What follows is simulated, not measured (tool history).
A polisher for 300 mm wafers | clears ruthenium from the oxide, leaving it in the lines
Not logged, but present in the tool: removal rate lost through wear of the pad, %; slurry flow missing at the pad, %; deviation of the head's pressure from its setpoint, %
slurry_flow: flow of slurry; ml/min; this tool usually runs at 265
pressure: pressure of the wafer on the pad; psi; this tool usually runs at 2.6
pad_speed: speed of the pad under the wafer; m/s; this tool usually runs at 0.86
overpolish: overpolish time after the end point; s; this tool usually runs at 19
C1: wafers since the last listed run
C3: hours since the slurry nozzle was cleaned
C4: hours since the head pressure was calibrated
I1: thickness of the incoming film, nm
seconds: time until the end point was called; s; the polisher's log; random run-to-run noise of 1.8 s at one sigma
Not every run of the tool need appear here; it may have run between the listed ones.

{"run": 1, "day": 0.0, "slurry_flow": 265, "pressure": 2.6, "pad_speed": 0.86, "overpolish": 19, "C1": 0, "wafers polished on this pad": 2571, "C3": 252.1, "C4": 448.2, "I1": 158.6, "seconds": 139.2}
{"run": 2, "day": 1.046, "slurry_flow": 265, "pressure": 2.6, "pad_speed": 0.86, "overpolish": 19, "C1": 246, "wafers polished on this pad": 2817, "C3": 277.2, "C4": 473.3, "I1": 159.3, "seconds": 141.7}
{"run": 3, "day": 2.975, "slurry_flow": 265, "pressure": 2.2, "pad_speed": 0.86, "overpolish": 19, "C1": 454, "wafers polished on this pad": 3271, "C3": 323.5, "C4": 519.6, "I1": 158.7, "seconds": 164.6}
{"run": 4, "day": 4.433, "slurry_flow": 265, "pressure": 2.2, "pad_speed": 0.86, "overpolish": 19, "C1": 343, "wafers polished on this pad": 3614, "C3": 358.5, "C4": 554.6, "I1": 157.2, "seconds": 164.2}
{"day": 5.179, "done": "worn pad replaced by a new one"}
{"run": 5, "day": 5.879, "slurry_flow": 265, "pressure": 2.6, "pad_speed": 0.86, "overpolish": 19, "C1": 301, "wafers polished on this pad": 164, "C3": 393.2, "C4": 589.3, "I1": 160.7, "seconds": 144.2}
{"run": 6, "day": 7.646, "slurry_flow": 265, "pressure": 2.8, "pad_speed": 0.86, "overpolish": 19, "C1": 415, "wafers polished on this pad": 580, "C3": 435.6, "C4": 631.7, "I1": 160.1, "seconds": 139.2}
{"day": 9.342, "done": "slurry nozzle cleaned"}
{"run": 7, "day": 9.829, "slurry_flow": 265, "pressure": 2.6, "pad_speed": 0.86, "overpolish": 19, "C1": 504, "wafers polished on this pad": 1084, "C3": 11.7, "C4": 684.1, "I1": 159.3, "seconds": 137.3}
{"run": 8, "day": 11.329, "slurry_flow": 265, "pressure": 2.6, "pad_speed": 0.86, "overpolish": 19, "C1": 353, "wafers polished on this pad": 1437, "C3": 47.7, "C4": 720.1, "I1": 158.9, "seconds": 140.6}
{"run": 9, "day": 12.504, "slurry_flow": 265, "pressure": 2.6, "pad_speed": 1.08, "overpolish": 14, "C1": 276, "wafers polished on this pad": 1714, "C3": 75.9, "C4": 748.3, "I1": 159.8, "seconds": 116.0}
{"day": 13.792, "done": "head pressure recalibrated"}
{"run": 10, "day": 14.667, "slurry_flow": 265, "pressure": 2.6, "pad_speed": 1.08, "overpolish": 14, "C1": 489, "wafers polished on this pad": 2203, "C3": 127.8, "C4": 21.0, "I1": 159.7, "seconds": 104.8}
{"run": 11, "day": 17.383, "slurry_flow": 230, "pressure": 2.6, "pad_speed": 0.86, "overpolish": 11, "C1": 639, "wafers polished on this pad": 2842, "C3": 193.0, "C4": 86.2, "I1": 161.4, "seconds": 143.1}
{"run": 12, "day": 19.608, "slurry_flow": 265, "pressure": 2.6, "pad_speed": 0.86, "overpolish": 19, "C1": 523, "wafers polished on this pad": 3366, "C3": 246.4, "C4": 139.6, "I1": 160.7, "seconds": 136.5}
{"run": 13, "day": 20.971, "slurry_flow": 230, "pressure": 3.0, "pad_speed": 0.86, "overpolish": 19, "C1": 320, "wafers polished on this pad": 3687, "C3": 279.1, "C4": 172.3, "I1": 159.6, "seconds": 122.5}
{"run": 14, "day": 22.525, "slurry_flow": 340, "pressure": 2.1, "pad_speed": 1.16, "overpolish": 13, "C1": 365, "wafers polished on this pad": 4052, "C3": 316.4, "C4": 209.6, "I1": 158.9, "seconds": 117.4}
{"day": 24.7, "done": "slurry nozzle cleaned"}
{"run": 15, "day": 25.042, "slurry_flow": 265, "pressure": 2.6, "pad_speed": 0.86, "overpolish": 29, "C1": 582, "wafers polished on this pad": 4635, "C3": 8.2, "C4": 270.0, "I1": 159.2, "seconds": 123.5}
{"day": 25.575, "done": "worn pad replaced by a new one"}
{"run": 16, "day": 27.067, "slurry_flow": 265, "pressure": 2.9, "pad_speed": 1.08, "overpolish": 19, "C1": 437, "wafers polished on this pad": 350, "C3": 56.8, "C4": 318.6, "I1": 161.5, "seconds": 96.8}
{"run": 17, "day": 28.467, "slurry_flow": 240, "pressure": 2.6, "pad_speed": 0.72, "overpolish": 19, "C1": 329, "wafers polished on this pad": 680, "C3": 90.4, "C4": 352.2, "I1": 157.7, "seconds": 158.0}
{"run": 18, "day": 29.488, "slurry_flow": 330, "pressure": 3.3, "pad_speed": 1.16, "overpolish": 9, "C1": 240, "wafers polished on this pad": 920, "C3": 114.9, "C4": 376.7, "I1": 160.9, "seconds": 77.0}
{"run": 19, "day": 30.679, "slurry_flow": 265, "pressure": 2.6, "pad_speed": 0.86, "overpolish": 14, "C1": 280, "wafers polished on this pad": 1201, "C3": 143.5, "C4": 405.3, "I1": 160.3, "seconds": 136.9}
{"run": 20, "day": 39.229, "slurry_flow": 265, "pressure": 2.1, "pad_speed": 0.86, "overpolish": 22, "C1": 2012, "wafers polished on this pad": 3213, "C3": 348.7, "C4": 610.5, "I1": 160.3, "seconds": 177.9}
{"run": 21, "day": 41.288, "slurry_flow": 240, "pressure": 3.2, "pad_speed": 1.08, "overpolish": 29, "C1": 484, "wafers polished on this pad": 3697, "C3": 398.1, "C4": 659.9, "I1": 157.1, "seconds": 93.6}
{"run": 22, "day": 42.862, "slurry_flow": 190, "pressure": 2.6, "pad_speed": 1.02, "overpolish": 12, "C1": 370, "wafers polished on this pad": 4068, "C3": 435.9, "C4": 697.7, "I1": 158.1, "seconds": 134.4}
{"day": 43.696, "done": "worn pad replaced by a new one"}
{"day": 44.254, "done": "slurry nozzle cleaned"}
{"run": 23, "day": 44.408, "slurry_flow": 265, "pressure": 2.6, "pad_speed": 0.86, "overpolish": 19, "C1": 314, "wafers polished on this pad": 157, "C3": 3.7, "C4": 734.8, "I1": 157.9, "seconds": 139.0}
{"run": 24, "day": 46.975, "slurry_flow": 265, "pressure": 2.6, "pad_speed": 0.86, "overpolish": 19, "C1": 604, "wafers polished on this pad": 761, "C3": 65.3, "C4": 796.4, "I1": 161.5, "seconds": 147.5}
{"day": 47.612, "done": "head pressure recalibrated"}
{"run": 25, "day": 49.233, "slurry_flow": 265, "pressure": 3.4, "pad_speed": 0.86, "overpolish": 25, "C1": 511, "wafers polished on this pad": 1273, "C3": 119.5, "C4": 38.9, "I1": 160.4, "seconds": 103.2}
{"run": 26, "day": 50.771, "slurry_flow": 265, "pressure": 2.6, "pad_speed": 0.86, "overpolish": 19, "C1": 361, "wafers polished on this pad": 1635, "C3": 156.4, "C4": 75.8, "I1": 156.8, "seconds": 132.7}
{"run": 27, "day": 52.988, "slurry_flow": 320, "pressure": 3.1, "pad_speed": 0.86, "overpolish": 28, "C1": 521, "wafers polished on this pad": 2157, "C3": 209.6, "C4": 129.0, "I1": 158.0, "seconds": 111.3}
{"run": 28, "day": 53.996, "slurry_flow": 265, "pressure": 2.6, "pad_speed": 0.86, "overpolish": 19, "C1": 237, "wafers polished on this pad": 2394, "C3": 233.8, "C4": 153.2, "I1": 158.8, "seconds": 139.6}
{"run": 29, "day": 56.912, "slurry_flow": 265, "pressure": 2.6, "pad_speed": 0.86, "overpolish": 19, "C1": 686, "wafers polished on this pad": 3080, "C3": 303.8, "C4": 223.2, "I1": 158.1, "seconds": 136.4}
{"run": 30, "day": 59.892, "slurry_flow": 265, "pressure": 2.6, "pad_speed": 0.86, "overpolish": 19, "C1": 701, "wafers polished on this pad": 3782, "C3": 375.3, "C4": 294.7, "I1": 162.5, "seconds": 145.0}
{"run": 31, "day": 61.367, "slurry_flow": 355, "pressure": 2.6, "pad_speed": 0.86, "overpolish": 15, "C1": 347, "wafers polished on this pad": 4129, "C3": 410.7, "C4": 330.1, "I1": 160.5, "seconds": 134.2}
{"day": 62.171, "done": "slurry nozzle cleaned"}
{"run": 32, "day": 63.096, "slurry_flow": 265, "pressure": 2.6, "pad_speed": 1.14, "overpolish": 12, "C1": 397, "wafers polished on this pad": 4526, "C3": 22.2, "C4": 371.6, "I1": 159.5, "seconds": 100.8}

Predict the results of run 33:
{"day": 63.812, "done": "worn pad replaced by a new one"}
{"run": 33, "day": 64.7, "slurry_flow": 265, "pressure": 2.6, "pad_speed": 0.86, "overpolish": 15, "C1": 338, "wafers polished on this pad": 209, "C3": 60.7, "C4": 410.1, "I1": 161.7, "seconds": "?"}

{"run 33": {"seconds": 137.8}}
Were there no unlogged condition in the tool, this run, its random variation unchanged, would have produced seconds 130.7 s.

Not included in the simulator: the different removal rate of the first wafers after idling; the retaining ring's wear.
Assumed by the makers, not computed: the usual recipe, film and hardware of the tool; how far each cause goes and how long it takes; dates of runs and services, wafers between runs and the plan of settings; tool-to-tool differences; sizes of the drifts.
